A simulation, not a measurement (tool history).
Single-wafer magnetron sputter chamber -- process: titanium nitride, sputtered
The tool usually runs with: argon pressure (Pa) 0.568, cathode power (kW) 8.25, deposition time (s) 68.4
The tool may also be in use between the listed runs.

run,day,argon pressure (Pa),cathode power (kW),deposition time (s),wafers since the last listed run,wafers on the sputter target,hours since the last manometer calibration,hours since the magnet pack was replaced,hours since the gauge calibration,"read-back reference wafer on the same gauge, thickness_nm",mean film thickness on the monitor wafer (nm)
1,0,0.568,8.25,68.4,0,4083,1170.5,5598.1,1443.3,113.804,101.991
2,3.5,0.568,8.25,68.4,1622,5705,1254.5,5682.1,1527.3,113.785,102.196
3,6.888,0.568,8.25,68.4,1570,7276,1335.8,5763.4,1608.6,113.762,101.648
# day 7.842: sputter target and shields replaced
4,11.283,0.568,8.25,68.4,1883,1596,1441.3,5868.9,1714.1,113.71,101.842
5,13.658,0.568,8.25,68.4,1101,2697,1498.3,5925.9,1771.1,113.567,101.94
6,15.804,0.568,8.25,68.4,994,3692,1549.8,5977.4,1822.6,113.693,101.297
7,17.917,0.568,8.25,68.4,979,4671,1600.5,6028.1,1873.3,113.607,101.334
8,20.142,0.568,8.25,68.4,1031,5703,1653.9,6081.5,1926.7,113.526,101.348
# day 21.029: sputter target and shields replaced
9,23.288,0.568,8.25,68.4,1303,1046,1729.4,6157,2002.2,113.485,101.473
10,26.154,0.568,8.25,68.4,1329,2375,1798.2,6225.8,2071,113.4,101.719
# day 28.904: magnet pack replaced
11,29.379,0.568,8.25,68.4,1340,3716,1875.6,11.4,2148.4,113.376,102.139
# day 30.542: capacitance manometer re-zeroed and calibrated
# day 31.217: gauge calibrated
12,33.779,0.568,8.25,68.4,1885,5602,77.7,117,61.5,117.801,105.898
# day 34.179: sputter target and shields replaced
13,37.221,0.417,8.25,71.3,1441,1410,160.3,199.6,144.1,117.335,114.777
14,39.138,0.568,8.25,68.4,888,2298,206.3,245.6,190.1,117.124,105.138
15,43.475,0.568,8.25,68.4,2011,4309,310.4,349.7,294.2,116.557,103.804
16,46.138,0.568,7.6,68.4,1234,5544,374.3,413.6,358.1,116.255,95.742
17,48.712,0.417,8.25,71.3,1193,6737,436.1,475.4,419.9,116.083,113.701
# day 49.171: sputter target and shields replaced
18,50.896,0.404,8.25,68.4,857,800,488.5,527.8,472.3,115.694,109.412
19,55.179,0.713,10.15,54.9,1985,2786,591.3,630.6,575.1,115.414,97.57
20,56.9,0.668,9.6,61,797,3584,632.6,671.9,616.4,115.31,103.887
21,59.362,0.411,8.25,63.9,1141,4726,691.7,731,675.5,115.277,101.409
22,62.908,0.632,10.2,63.9,1643,6370,776.8,816.1,760.6,114.993,116.729
23,64.946,0.568,8.25,68.4,944,7314,825.7,865,809.5,114.819,103.328
# day 66.033: sputter target and shields replaced
24,68.158,0.403,8.25,68.4,1334,984,902.8,942.1,886.6,114.73,108.125
25,69.896,0.788,7.4,64.9,805,1790,944.5,983.8,928.3,114.674,81.804
26,73.521,0.568,8.25,59.7,1680,3470,1031.5,1070.8,1015.3,114.571,89.491
27,76.092,0.568,8.25,68.4,1191,4662,1093.2,1132.5,1077,114.417,102.55

Forecast each of these 3 alternatives for the next run:
A,76.108,0.486,8.25,68.4,7,4670,1093.6,1132.9,1077.4,?,?
B,76.108,0.395,8.25,68.4,7,4670,1093.6,1132.9,1077.4,?,?
C,76.108,0.419,8.25,68.4,7,4670,1093.6,1132.9,1077.4,?,?

run,"read-back reference wafer on the same gauge, thickness_nm",mean film thickness on the monitor wafer (nm)
A,114.42,105.255
B,114.42,108.313
C,114.42,107.495
The same runs, with their run-to-run variation unchanged, on a tool lacking any hidden condition would have given:
run,mean film thickness on the monitor wafer (nm)
A,108.565
B,111.719
C,110.875
